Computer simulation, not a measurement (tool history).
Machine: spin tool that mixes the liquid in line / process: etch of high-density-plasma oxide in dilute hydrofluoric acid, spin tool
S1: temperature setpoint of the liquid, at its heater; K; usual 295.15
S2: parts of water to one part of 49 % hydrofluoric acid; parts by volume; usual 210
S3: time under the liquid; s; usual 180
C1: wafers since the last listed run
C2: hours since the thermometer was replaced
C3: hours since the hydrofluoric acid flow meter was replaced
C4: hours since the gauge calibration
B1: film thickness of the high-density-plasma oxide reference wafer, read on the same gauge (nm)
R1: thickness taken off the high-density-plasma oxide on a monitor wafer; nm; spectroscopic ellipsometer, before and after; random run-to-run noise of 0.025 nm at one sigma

run,hour,S1,S2,S3,C1,C2,C3,C4,B1,R1
1,0,295.15,210,180,0,984.8,1142.5,1512.6,140.007,3.507
2,66.8,295.15,210,180,431,1051.6,1209.3,1579.4,140.043,3.539
3,143.2,291.15,210,180,493,1128,1285.7,1655.8,140.013,3.018
4,192.3,291.15,210,180,317,1177.1,1334.8,1704.9,139.976,3.024
5,271.5,295.15,210,180,511,1256.3,1414,1784.1,139.995,3.498
6,308.5,295.15,210,180,238,1293.3,1451,1821.1,140.016,3.527
7,374.1,295.15,210,180,423,1358.9,1516.6,1886.7,139.998,3.565
8,464.3,295.15,210,180,582,1449.1,1606.8,1976.9,140.007,3.516
9,572.1,295.15,210,180,696,1556.9,1714.6,2084.7,140.032,3.502
10,753,295.15,210,105,1168,1737.8,1895.5,2265.6,140.047,2.045
# hour 795: gauge calibrated
11,839.9,295.15,210,105,561,1824.7,1982.4,44.9,139.997,2.027
# hour 864.3: hydrofluoric acid flow meter replaced
12,927.8,295.15,210,105,561,1912.6,63.5,132.8,140.008,2.101
13,998,295.15,210,130,453,1982.8,133.7,203,140.026,2.579
14,1093.9,295.15,210,180,619,2078.7,229.6,298.9,139.974,3.593
# hour 1145.1: thermometer replaced
15,1153.8,292.15,210,180,380,8.7,289.5,358.8,140.017,3.184
16,1194.8,293.65,210,140,264,49.7,330.5,399.8,139.972,2.632
17,1240.5,296.65,210,180,295,95.4,376.2,445.5,140.006,3.794
18,1315.6,299.15,210,85,485,170.5,451.3,520.6,139.996,1.95
19,1403,292.65,210,100,564,257.9,538.7,608,139.961,1.799
20,1472.6,295.15,210,180,449,327.5,608.3,677.6,139.999,3.605
21,1551.8,295.15,210,180,511,406.7,687.5,756.8,140.005,3.537
22,1642.5,295.15,210,180,585,497.4,778.2,847.5,139.994,3.553
23,1742.3,292.65,305,180,644,597.2,878,947.3,140.003,2.023
24,1819.9,295.15,210,180,501,674.8,955.6,1024.9,140.065,3.555
25,1859.5,293.65,110,280,255,714.4,995.2,1064.5,139.956,10.974
26,1917,295.15,210,180,371,771.9,1052.7,1122,140.025,3.489
27,1997.2,295.15,210,105,518,852.1,1132.9,1202.2,140.023,2.04
28,2037.3,298.15,210,230,259,892.2,1173,1242.3,140.003,4.996
29,2120.7,291.15,265,250,538,975.6,1256.4,1325.7,140.029,3.117
30,2196.1,295.15,210,260,487,1051,1331.8,1401.1,140.036,5.058
31,2257.7,291.65,160,75,397,1112.6,1393.4,1462.7,139.979,1.777
32,2347.3,295.15,210,180,578,1202.2,1483,1552.3,140.004,3.497

Here are 4 independent what-if runs from the current tool condition. What would each one return?
A,2347.8,295.15,210,180,3,1202.7,1483.5,1552.8,?,?
B,2347.8,292.15,270,75,3,1202.7,1483.5,1552.8,?,?
C,2347.8,291.15,210,260,3,1202.7,1483.5,1552.8,?,?
D,2347.8,291.15,135,110,3,1202.7,1483.5,1552.8,?,?

run,B1,R1
A,139.984,3.517
B,139.984,0.961
C,139.984,4.359
D,139.984,3.089
Without the tool's hidden state the same runs would have given:
run,R1
A,3.615
B,0.989
C,4.478
D,3.169
